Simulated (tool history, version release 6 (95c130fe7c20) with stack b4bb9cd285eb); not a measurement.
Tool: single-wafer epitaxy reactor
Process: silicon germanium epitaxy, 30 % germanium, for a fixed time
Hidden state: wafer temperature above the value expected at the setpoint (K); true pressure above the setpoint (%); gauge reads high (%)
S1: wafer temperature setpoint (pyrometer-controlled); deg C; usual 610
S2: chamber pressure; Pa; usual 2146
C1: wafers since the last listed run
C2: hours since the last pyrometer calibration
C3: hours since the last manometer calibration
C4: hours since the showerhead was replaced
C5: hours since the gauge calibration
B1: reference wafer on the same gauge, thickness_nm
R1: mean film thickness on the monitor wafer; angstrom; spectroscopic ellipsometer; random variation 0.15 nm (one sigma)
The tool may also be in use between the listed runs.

| run | hour | S1 | S2 | C1 | C2 | C3 | C4 | C5 | B1 | R1 |
|---|---|---|---|---|---|---|---|---|---|---|
| 1 | 0.0 | 599 | 2146 | 0 | 1350.3 | 1371.8 | 5847.1 | 255.5 | 61.535 | 603.95 |
| 2 | 28.6 | 599 | 2146 | 610 | 1378.9 | 1400.4 | 5875.7 | 284.1 | 61.581 | 605.13 |
|  | 31.9 | gauge calibrated |
| 3 | 57.6 | 599 | 2146 | 618 | 1407.9 | 1429.4 | 5904.7 | 25.7 | 61.529 | 608.62 |
| 4 | 86.9 | 610 | 2146 | 625 | 1437.2 | 1458.7 | 5934.0 | 55.0 | 61.537 | 724.13 |
| 5 | 110.5 | 610 | 2146 | 503 | 1460.8 | 1482.3 | 5957.6 | 78.6 | 61.515 | 725.88 |
|  | 140.5 | capacitance manometer re-zeroed and calibrated |
| 6 | 141.0 | 610 | 2146 | 479 | 1491.3 | 0.5 | 5988.1 | 109.1 | 61.571 | 703.21 |
| 7 | 153.4 | 610 | 2146 | 264 | 1503.7 | 12.9 | 6000.5 | 121.5 | 61.548 | 708.62 |
| 8 | 175.8 | 610 | 2146 | 477 | 1526.1 | 35.3 | 6022.9 | 143.9 | 61.497 | 708.50 |
| 9 | 201.4 | 610 | 2146 | 546 | 1551.7 | 60.9 | 6048.5 | 169.5 | 61.451 | 711.02 |
| 10 | 229.8 | 624 | 2146 | 605 | 1580.1 | 89.3 | 6076.9 | 197.9 | 61.524 | 887.11 |
|  | 266.5 | pyrometer calibrated |
| 11 | 267.0 | 610 | 2146 | 622 | 0.5 | 126.5 | 6114.1 | 235.1 | 61.518 | 663.18 |
|  | 277.5 | showerhead replaced |
|  | 292.4 | gauge calibrated |
| 12 | 292.9 | 610 | 2146 | 381 | 26.4 | 152.4 | 15.4 | 0.5 | 61.450 | 666.31 |
| 13 | 319.7 | 610 | 2640 | 571 | 53.2 | 179.2 | 42.2 | 27.3 | 61.518 | 724.64 |
| 14 | 336.3 | 606 | 1707 | 354 | 69.8 | 195.8 | 58.8 | 43.9 | 61.472 | 566.59 |
| 15 | 395.6 | 610 | 2000 | 1264 | 129.1 | 255.1 | 118.1 | 103.2 | 61.483 | 647.98 |
| 16 | 418.4 | 610 | 2666 | 486 | 151.9 | 277.9 | 140.9 | 126.0 | 61.503 | 735.16 |
| 17 | 442.6 | 597 | 1787 | 516 | 176.1 | 302.1 | 165.1 | 150.2 | 61.490 | 503.37 |
| 18 | 468.1 | 610 | 2146 | 543 | 201.6 | 327.6 | 190.6 | 175.7 | 61.493 | 672.95 |

Forecast each of these 5 alternatives for the next run:
| A | 468.5 | 610 | 2146 | 8 | 202.0 | 328.0 | 191.0 | 176.1 | ? | ? |
| B | 468.5 | 619 | 2146 | 8 | 202.0 | 328.0 | 191.0 | 176.1 | ? | ? |
| C | 468.5 | 601 | 1747 | 8 | 202.0 | 328.0 | 191.0 | 176.1 | ? | ? |
| D | 468.5 | 597 | 2453 | 8 | 202.0 | 328.0 | 191.0 | 176.1 | ? | ? |
| E | 468.5 | 623 | 2320 | 8 | 202.0 | 328.0 | 191.0 | 176.1 | ? | ? |

| run | B1 | R1 |
|---|---|---|
| A | 61.474 | 671.03 |
| B | 61.474 | 772.07 |
| C | 61.474 | 532.85 |
| D | 61.474 | 577.07 |
| E | 61.474 | 848.43 |
Without the tool's hidden state the same runs would have given:
| run | R1 |
|---|---|
| A | 663.18 |
| B | 762.95 |
| C | 526.68 |
| D | 570.42 |
| E | 838.37 |
